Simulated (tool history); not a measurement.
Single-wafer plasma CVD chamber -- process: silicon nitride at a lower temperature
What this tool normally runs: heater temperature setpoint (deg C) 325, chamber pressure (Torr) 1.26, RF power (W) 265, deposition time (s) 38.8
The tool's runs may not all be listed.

run,hour,heater temperature setpoint (deg C),chamber pressure (Torr),RF power (W),deposition time (s),"read-back reference wafer on the same gauge, thickness_nm",mean film thickness on the monitor wafer (angstrom)
1,0,325,1.16,265,38.8,32.502,367.39
2,51,325,1.16,265,38.8,32.547,367.13
3,90.2,322,1.26,265,38.8,32.474,378.52
4,143.2,322,1.26,265,38.8,32.524,373.94
5,213.7,322,1.26,265,38.8,32.504,378.32
6,255.4,325,1.26,265,38.8,32.515,376.85
7,281.7,325,1.26,265,38.8,32.511,377.98
8,350.9,325,1.26,265,38.8,32.5,376.3
# hour 363.7: thermocouple changed; heater temperature recalibrated
9,418.3,325,1.26,265,38.8,32.481,378.39
10,450.4,325,1.56,265,32.3,32.52,336.48
# hour 503.9: RF generator calibrated
# hour 562.9: showerhead replaced
11,591.1,325,1.26,265,38.8,32.505,397.95
# hour 618.1: gauge calibrated
12,696.1,325,1.51,300,42.6,32.471,514.56
13,751,325,1.26,265,43.5,32.54,446.71
# hour 776.4: capacitance manometer re-zeroed and calibrated
14,779,325,1.26,265,38.8,32.466,384.57
15,822.4,311,1.26,265,38.8,32.491,387.43
16,893,325,1.26,265,38.8,32.502,379.88
17,949.4,332,1.26,310,38.8,32.519,442.43
18,995.4,312,1.26,300,34.9,32.511,386.62
19,1022.8,317,1.51,265,38.8,32.506,407.03

What was the tool's hidden state at every run in the log?
wafer temperature above the value expected at the setpoint (K): 0, the same for each run
gauge reads high (%): 0, the same for each run
H1: delivered RF power above the setpoint (%)
H2: true pressure above the setpoint (%)
run,H1,H2
1,-3.01,1.05
2,-3.23,1.35
3,-3.4,1.61
4,-3.63,1.98
5,-3.93,2.53
6,-4.11,2.89
7,-4.22,3.13
8,-4.52,3.79
9,-4.81,4.5
10,-4.95,4.86
11,-0.483,6.58
12,-0.934,8.04
13,-1.17,8.85
14,-1.29,0.527
15,-1.48,0.541
16,-1.78,0.615
17,-2.02,0.72
18,-2.22,0.836
19,-2.34,0.919
